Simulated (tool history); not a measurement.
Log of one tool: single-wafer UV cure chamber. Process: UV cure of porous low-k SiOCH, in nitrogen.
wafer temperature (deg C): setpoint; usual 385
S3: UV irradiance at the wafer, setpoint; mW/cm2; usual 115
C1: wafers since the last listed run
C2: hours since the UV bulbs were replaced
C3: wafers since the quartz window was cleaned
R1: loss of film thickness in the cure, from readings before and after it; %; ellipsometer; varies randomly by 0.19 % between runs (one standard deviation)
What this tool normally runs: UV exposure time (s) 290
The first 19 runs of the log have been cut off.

{"run": 20, "hour": 250.6, "wafer temperature (deg C)": 399, "UV exposure time (s)": 290, "S3": 86, "C1": 105, "C2": 13.0, "C3": 305, "R1": 12.274}
{"run": 21, "hour": 277.2, "wafer temperature (deg C)": 385, "UV exposure time (s)": 290, "S3": 99, "C1": 225, "C2": 39.6, "C3": 530, "R1": 12.372}
{"run": 22, "hour": 285.0, "wafer temperature (deg C)": 385, "UV exposure time (s)": 240, "S3": 115, "C1": 66, "C2": 47.4, "C3": 596, "R1": 12.412}
{"run": 23, "hour": 295.4, "wafer temperature (deg C)": 385, "UV exposure time (s)": 290, "S3": 115, "C1": 88, "C2": 57.8, "C3": 685, "R1": 13.441}
{"run": 24, "hour": 312.1, "wafer temperature (deg C)": 385, "UV exposure time (s)": 290, "S3": 115, "C1": 141, "C2": 74.5, "C3": 826, "R1": 12.879}
{"run": 25, "hour": 318.5, "wafer temperature (deg C)": 380, "UV exposure time (s)": 290, "S3": 136, "C1": 54, "C2": 80.9, "C3": 880, "R1": 13.722}
{"run": 26, "hour": 327.8, "wafer temperature (deg C)": 371, "UV exposure time (s)": 430, "S3": 138, "C1": 78, "C2": 90.2, "C3": 959, "R1": 15.58}
{"run": 27, "hour": 336.4, "wafer temperature (deg C)": 366, "UV exposure time (s)": 210, "S3": 75, "C1": 72, "C2": 98.8, "C3": 1032, "R1": 9.452}
{"run": 28, "hour": 357.3, "wafer temperature (deg C)": 385, "UV exposure time (s)": 290, "S3": 115, "C1": 177, "C2": 119.7, "C3": 1209, "R1": 13.104}
{"run": 29, "hour": 373.4, "wafer temperature (deg C)": 385, "UV exposure time (s)": 290, "S3": 115, "C1": 136, "C2": 135.8, "C3": 1346, "R1": 12.807}
{"run": 30, "hour": 390.5, "wafer temperature (deg C)": 385, "UV exposure time (s)": 290, "S3": 115, "C1": 144, "C2": 152.9, "C3": 1491, "R1": 13.06}
{"hour": 408.8, "done": "quartz window cleaned"}
{"run": 31, "hour": 417.3, "wafer temperature (deg C)": 371, "UV exposure time (s)": 290, "S3": 84, "C1": 159, "C2": 179.7, "C3": 71, "R1": 11.308}
{"run": 32, "hour": 425.1, "wafer temperature (deg C)": 403, "UV exposure time (s)": 290, "S3": 115, "C1": 66, "C2": 187.5, "C3": 137, "R1": 13.815}
{"run": 33, "hour": 434.1, "wafer temperature (deg C)": 372, "UV exposure time (s)": 185, "S3": 92, "C1": 76, "C2": 196.5, "C3": 214, "R1": 9.943}
{"run": 34, "hour": 487.8, "wafer temperature (deg C)": 385, "UV exposure time (s)": 290, "S3": 115, "C1": 455, "C2": 250.2, "C3": 669, "R1": 13.275}
{"run": 35, "hour": 495.2, "wafer temperature (deg C)": 385, "UV exposure time (s)": 340, "S3": 115, "C1": 62, "C2": 257.6, "C3": 732, "R1": 14.128}

Below are 4 alternative next runs, each starting from the tool's condition after run 35. Predict each:
{"run": "A", "hour": 495.7, "wafer temperature (deg C)": 385, "UV exposure time (s)": 290, "S3": 127, "C1": 4, "C2": 258.1, "C3": 736, "R1": "?"}
{"run": "B", "hour": 495.7, "wafer temperature (deg C)": 396, "UV exposure time (s)": 205, "S3": 97, "C1": 4, "C2": 258.1, "C3": 736, "R1": "?"}
{"run": "C", "hour": 495.7, "wafer temperature (deg C)": 376, "UV exposure time (s)": 290, "S3": 141, "C1": 4, "C2": 258.1, "C3": 736, "R1": "?"}
{"run": "D", "hour": 495.7, "wafer temperature (deg C)": 394, "UV exposure time (s)": 290, "S3": 115, "C1": 4, "C2": 258.1, "C3": 736, "R1": "?"}

run=A R1=13.629
run=B R1=10.960
run=C R1=13.955
run=D R1=13.326
What these runs would have given with no unlogged condition in the tool:
run=A R1=13.850
run=B R1=11.169
run=C R1=14.177
run=D R1=13.546

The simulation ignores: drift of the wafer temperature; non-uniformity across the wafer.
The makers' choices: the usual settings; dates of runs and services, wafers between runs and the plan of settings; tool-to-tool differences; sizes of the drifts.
